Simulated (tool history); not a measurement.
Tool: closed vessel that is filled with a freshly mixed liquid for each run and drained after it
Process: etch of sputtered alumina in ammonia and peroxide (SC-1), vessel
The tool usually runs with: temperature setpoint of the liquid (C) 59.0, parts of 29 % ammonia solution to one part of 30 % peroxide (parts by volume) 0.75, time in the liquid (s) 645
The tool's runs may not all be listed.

| run | hour | temperature setpoint of the liquid (C) | parts of 29 % ammonia solution to one part of 30 % peroxide (parts by volume) | time in the liquid (s) | wafers since the last listed run | hours since the thermometer was replaced | hours since the ammonia flow meter was replaced | hours since the drum of ammonia solution was connected | hours since the gauge calibration | read-back film thickness of the sputtered alumina reference wafer, read on the same gauge (nm) | thickness taken off the sputtered alumina on a monitor wafer (angstrom) |
|---|---|---|---|---|---|---|---|---|---|---|---|
| 1 | 0.0 | 59.0 | 0.95 | 395 | 0 | 2391.6 | 416.1 | 526.4 | 1927.5 | 110.00 | 205.7 |
| 2 | 40.3 | 59.0 | 0.75 | 645 | 3498 | 2431.9 | 456.4 | 566.7 | 1967.8 | 110.02 | 326.1 |
|  | 61.0 | new drum of ammonia solution connected |
| 3 | 83.0 | 59.0 | 0.75 | 645 | 3620 | 2474.6 | 499.1 | 22.0 | 2010.5 | 110.05 | 326.6 |
| 4 | 138.2 | 59.0 | 0.75 | 645 | 4791 | 2529.8 | 554.3 | 77.2 | 2065.7 | 109.98 | 323.8 |
| 5 | 203.4 | 59.0 | 0.85 | 645 | 5660 | 2595.0 | 619.5 | 142.4 | 2130.9 | 109.98 | 327.8 |
| 6 | 243.5 | 59.0 | 0.85 | 645 | 3481 | 2635.1 | 659.6 | 182.5 | 2171.0 | 110.01 | 327.2 |
| 7 | 310.5 | 59.0 | 0.85 | 645 | 5816 | 2702.1 | 726.6 | 249.5 | 2238.0 | 110.00 | 323.2 |
| 8 | 368.7 | 59.0 | 0.75 | 645 | 5052 | 2760.3 | 784.8 | 307.7 | 2296.2 | 109.98 | 321.7 |
|  | 404.8 | gauge calibrated |
| 9 | 542.6 | 59.0 | 0.85 | 645 | 15096 | 2934.2 | 958.7 | 481.6 | 137.8 | 110.00 | 326.4 |
| 10 | 567.2 | 59.0 | 0.75 | 645 | 2135 | 2958.8 | 983.3 | 506.2 | 162.4 | 110.02 | 318.4 |
| 11 | 610.0 | 51.0 | 0.75 | 385 | 3715 | 3001.6 | 1026.1 | 549.0 | 205.2 | 110.02 | 124.3 |
| 12 | 671.0 | 59.0 | 0.75 | 645 | 5295 | 3062.6 | 1087.1 | 610.0 | 266.2 | 109.98 | 317.0 |
|  | 677.4 | new drum of ammonia solution connected |
|  | 705.8 | ammonia flow meter replaced |
| 13 | 737.6 | 52.0 | 0.95 | 410 | 5607 | 3129.2 | 31.8 | 60.2 | 332.8 | 110.01 | 142.5 |
| 14 | 787.9 | 59.0 | 0.75 | 645 | 4366 | 3179.5 | 82.1 | 110.5 | 383.1 | 109.99 | 312.5 |
| 15 | 844.4 | 68.5 | 0.75 | 505 | 4904 | 3236.0 | 138.6 | 167.0 | 439.6 | 110.03 | 397.2 |
| 16 | 912.8 | 65.5 | 1.10 | 490 | 5937 | 3304.4 | 207.0 | 235.4 | 508.0 | 109.98 | 341.6 |
|  | 919.8 | thermometer replaced |
| 17 | 956.1 | 62.5 | 1.10 | 375 | 3672 | 36.3 | 250.3 | 278.7 | 551.3 | 109.99 | 251.9 |
| 18 | 1005.4 | 67.5 | 0.65 | 645 | 4279 | 85.6 | 299.6 | 328.0 | 600.6 | 109.99 | 524.6 |
| 19 | 1065.2 | 59.0 | 0.75 | 645 | 5191 | 145.4 | 359.4 | 387.8 | 660.4 | 110.01 | 345.7 |
| 20 | 1095.7 | 55.5 | 0.75 | 535 | 2647 | 175.9 | 389.9 | 418.3 | 690.9 | 110.03 | 243.3 |
| 21 | 1125.4 | 68.0 | 0.75 | 645 | 2578 | 205.6 | 419.6 | 448.0 | 720.6 | 110.01 | 550.8 |
| 22 | 1209.6 | 66.5 | 0.50 | 820 | 7309 | 289.8 | 503.8 | 532.2 | 804.8 | 109.98 | 626.9 |
| 23 | 1248.3 | 59.0 | 0.75 | 645 | 3359 | 328.5 | 542.5 | 570.9 | 843.5 | 109.98 | 346.9 |
|  | 1318.8 | new drum of ammonia solution connected |
| 24 | 1350.5 | 59.0 | 1.00 | 480 | 8785 | 430.7 | 644.7 | 31.7 | 945.7 | 110.00 | 258.7 |
| 25 | 1392.7 | 64.0 | 0.85 | 515 | 3663 | 472.9 | 686.9 | 73.9 | 987.9 | 109.98 | 359.6 |
| 26 | 1460.4 | 59.0 | 0.75 | 645 | 5877 | 540.6 | 754.6 | 141.6 | 1055.6 | 109.98 | 342.9 |
| 27 | 1507.5 | 50.0 | 0.75 | 885 | 4088 | 587.7 | 801.7 | 188.7 | 1102.7 | 110.01 | 288.4 |
| 28 | 1555.5 | 65.0 | 0.75 | 800 | 4166 | 635.7 | 849.7 | 236.7 | 1150.7 | 110.00 | 580.0 |

What if the next run were any one of these 4? Each begins from the tool's condition after run 28:
| A | 1556.3 | 68.5 | 0.75 | 645 | 69 | 636.5 | 850.5 | 237.5 | 1151.5 | ? | ? |
| B | 1556.3 | 65.0 | 0.45 | 645 | 69 | 636.5 | 850.5 | 237.5 | 1151.5 | ? | ? |
| C | 1556.3 | 49.0 | 0.35 | 945 | 69 | 636.5 | 850.5 | 237.5 | 1151.5 | ? | ? |
| D | 1556.3 | 50.0 | 0.60 | 645 | 69 | 636.5 | 850.5 | 237.5 | 1151.5 | ? | ? |

| run | read-back film thickness of the sputtered alumina reference wafer, read on the same gauge (nm) | thickness taken off the sputtered alumina on a monitor wafer (angstrom) |
|---|---|---|
| A | 110.00 | 551.9 |
| B | 110.00 | 442.6 |
| C | 110.00 | 272.1 |
| D | 110.00 | 206.7 |
Take away the tool's hidden state, keep each run's random variation, and the runs would have read:
| run | thickness taken off the sputtered alumina on a monitor wafer (angstrom) |
|---|---|
| A | 576.9 |
| B | 463.1 |
| C | 286.2 |
| D | 217.3 |
